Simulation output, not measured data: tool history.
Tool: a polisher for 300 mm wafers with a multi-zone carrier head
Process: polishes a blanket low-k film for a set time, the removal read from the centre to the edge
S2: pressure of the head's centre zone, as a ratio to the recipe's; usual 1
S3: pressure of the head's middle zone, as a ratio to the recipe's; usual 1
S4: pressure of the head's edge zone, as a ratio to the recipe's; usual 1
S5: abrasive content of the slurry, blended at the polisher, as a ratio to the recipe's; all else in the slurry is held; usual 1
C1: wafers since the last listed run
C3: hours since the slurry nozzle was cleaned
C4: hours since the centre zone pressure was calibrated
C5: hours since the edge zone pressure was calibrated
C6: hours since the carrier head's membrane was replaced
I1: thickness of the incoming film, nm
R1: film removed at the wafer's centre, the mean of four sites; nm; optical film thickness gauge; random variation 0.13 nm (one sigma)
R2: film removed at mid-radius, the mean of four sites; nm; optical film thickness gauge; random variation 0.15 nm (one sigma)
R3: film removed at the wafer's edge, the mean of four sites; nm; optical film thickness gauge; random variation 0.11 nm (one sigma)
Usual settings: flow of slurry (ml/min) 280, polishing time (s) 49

Run 1, hour 0: usual settings; C1 0; wafers polished on this pad 644; C3 458.4; C4 856.5; C5 395.5; C6 1036.6; I1 460.1. Result: R1 12.4 nm, R2 13 nm, R3 12.9 nm.
Run 2, hour 24.6: usual settings; C1 249; wafers polished on this pad 893; C3 483; C4 881.1; C5 420.1; C6 1061.2; I1 458.1. Result: R1 12.6 nm, R2 13.3 nm, R3 13 nm.
Run 3, hour 47.2: usual settings; C1 229; wafers polished on this pad 1122; C3 505.6; C4 903.7; C5 442.7; C6 1083.8; I1 450.8. Result: R1 12.5 nm, R2 13.5 nm, R3 13 nm.
Run 4, hour 65.5: usual settings; C1 185; wafers polished on this pad 1307; C3 523.9; C4 922; C5 461; C6 1102.1; I1 455.7. Result: R1 12.7 nm, R2 13.1 nm, R3 12.9 nm.
Run 5, hour 84.9: usual settings but S3 0.92, S4 1.09, S5 1.15; C1 196; wafers polished on this pad 1504; C3 543.3; C4 941.4; C5 480.4; C6 1121.5; I1 461.6. Result: R1 13 nm, R2 12.8 nm, R3 14.1 nm.
At hour 94.3: worn pad replaced by a new one.
Run 6, hour 108.1: usual settings; C1 194; wafers polished on this pad 140; C3 566.5; C4 964.6; C5 503.6; C6 1144.7; I1 459. Result: R1 12.5 nm, R2 13.2 nm, R3 12.8 nm.
Run 7, hour 123.5: usual settings; C1 156; wafers polished on this pad 296; C3 581.9; C4 980; C5 519; C6 1160.1; I1 452.5. Result: R1 12.6 nm, R2 13.3 nm, R3 12.9 nm.
At hour 127.5: edge zone pressure recalibrated.
At hour 135.5: slurry nozzle cleaned.
At hour 142.7: centre zone pressure recalibrated.
Run 8, hour 146.9: usual settings but flow of slurry (ml/min) 225, S2 1.05; C1 186; wafers polished on this pad 482; C3 11.4; C4 4.2; C5 19.4; C6 1183.5; I1 452.8. Result: R1 13.5 nm, R2 12.9 nm, R3 12.7 nm.
Run 9, hour 172.8: usual settings but flow of slurry (ml/min) 335, S2 0.94, S4 0.96; C1 262; wafers polished on this pad 745; C3 37.3; C4 30.1; C5 45.3; C6 1209.4; I1 454.3. Result: R1 12.6 nm, R2 13.4 nm, R3 12.7 nm.
Run 10, hour 196.9: usual settings; C1 244; wafers polished on this pad 989; C3 61.4; C4 54.2; C5 69.4; C6 1233.5; I1 464.1. Result: R1 13 nm, R2 13.2 nm, R3 13 nm.
At hour 218.9: carrier head's membrane replaced by a new one.
Run 11, hour 229.9: usual settings but S3 0.97, S4 0.93, S5 0.8, polishing time (s) 37; C1 283; wafers polished on this pad 1273; C3 94.4; C4 87.2; C5 102.4; C6 11; I1 455.2. Result: R1 9.1 nm, R2 8.8 nm, R3 8.8 nm.
Run 12, hour 242: usual settings but S2 0.88; C1 122; wafers polished on this pad 1395; C3 106.5; C4 99.3; C5 114.5; C6 23.1; I1 452.2. Result: R1 11.4 nm, R2 13.5 nm, R3 13 nm.

Run 13 comes next. What will it give?
Run 13, hour 259.7: usual settings but flow of slurry (ml/min) 320, S3 1.09; C1 179; wafers polished on this pad 1575; C3 124.2; C4 117; C5 132.2; C6 40.8; I1 457.2. Result: R1 ?, R2 ?, R3 ?.

{"run 13": {"R1": 13, "R2": 14.4, "R3": 13.1}}
Without the tool's hidden state the same run would have given R1 13.1 nm, R2 14.4 nm, R3 13.1 nm.
